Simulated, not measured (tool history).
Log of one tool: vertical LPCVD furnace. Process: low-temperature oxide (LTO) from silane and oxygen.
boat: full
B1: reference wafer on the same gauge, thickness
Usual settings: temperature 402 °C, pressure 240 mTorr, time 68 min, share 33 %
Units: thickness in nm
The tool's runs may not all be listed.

Run 1, day 0: usual settings; B1 519.52. Result: thickness 571.02 nm.
Run 2, day 2.158: usual settings; B1 520.2. Result: thickness 575.53 nm.
Run 3, day 6.612: usual settings; B1 519.82. Result: thickness 571.47 nm.
Run 4, day 10.821: usual settings; B1 520.3. Result: thickness 577.84 nm.
Run 5, day 14.121: usual settings but time 54.5 min; B1 519.59. Result: thickness 456.66 nm.
Run 6, day 17.3: usual settings but time 54.5 min; B1 519.97. Result: thickness 458.6 nm.
Run 7, day 21.283: usual settings but time 54.5 min; B1 520.36. Result: thickness 455.38 nm.
Run 8, day 23.517: usual settings but pressure 275 mTorr; B1 519.93. Result: thickness 653.33 nm.
Run 9, day 26.154: usual settings but pressure 275 mTorr; B1 519.14. Result: thickness 657.21 nm.
Run 10, day 30.875: usual settings; B1 519.66. Result: thickness 570.38 nm.
At day 32.308: pressure gauge zeroed.
At day 34.321: thermocouples replaced and temperature profile calibrated.
Run 11, day 34.342: usual settings but share 37 %; B1 519.96. Result: thickness 662.4 nm.
At day 38.496: silane flow controller replaced.
Run 12, day 38.521: usual settings but share 37 %; B1 519.57. Result: thickness 632.3 nm.
Run 13, day 42.488: usual settings but pressure 190 mTorr; B1 521.78. Result: thickness 431.47 nm.
Run 14, day 44.392: usual settings but pressure 195 mTorr, share 29 %; B1 519.36. Result: thickness 368.49 nm.
Run 15, day 45.992: usual settings but pressure 280 mTorr, time 44 min; B1 520.3. Result: thickness 410.35 nm.
At day 46.167: gauge calibrated.
Run 16, day 48.246: usual settings but temperature 407 °C, pressure 270 mTorr, share 36 %; B1 519.52. Result: thickness 731.59 nm.
Run 17, day 52.146: usual settings; B1 520.33. Result: thickness 549.15 nm.
Run 18, day 55.079: usual settings; B1 520.43. Result: thickness 550.45 nm.
Run 19, day 57.383: usual settings but temperature 394 °C, time 54 min, share 39 %; B1 520.82. Result: thickness 494.7 nm.
Run 20, day 70.075: usual settings; B1 520.34. Result: thickness 556.8 nm.

Forecast each of these 5 alternatives for the next run:
Run A, day 70.242: usual settings; B1 ?. Result: thickness ?.
Run B, day 70.242: usual settings but pressure 220 mTorr, time 90.5 min; B1 ?. Result: thickness ?.
Run C, day 70.242: usual settings but temperature 393 °C, pressure 190 mTorr; B1 ?. Result: thickness ?.
Run D, day 70.242: usual settings but temperature 397 °C, pressure 280 mTorr, time 94 min, share 28 %; B1 ?. Result: thickness ?.
Run E, day 70.242: usual settings but temperature 392 °C, time 41 min; B1 ?. Result: thickness ?.

run     B1  thickness
  A  520.1     553.75
  B  520.1     675.56
  C  520.1     394.58
  D  520.1     665.84
  E  520.1     296.95
Without the tool's hidden state the same runs would have given:
run  thickness
  A     540.18
  B     659.01
  C     384.73
  D     646.61
  E     289.53
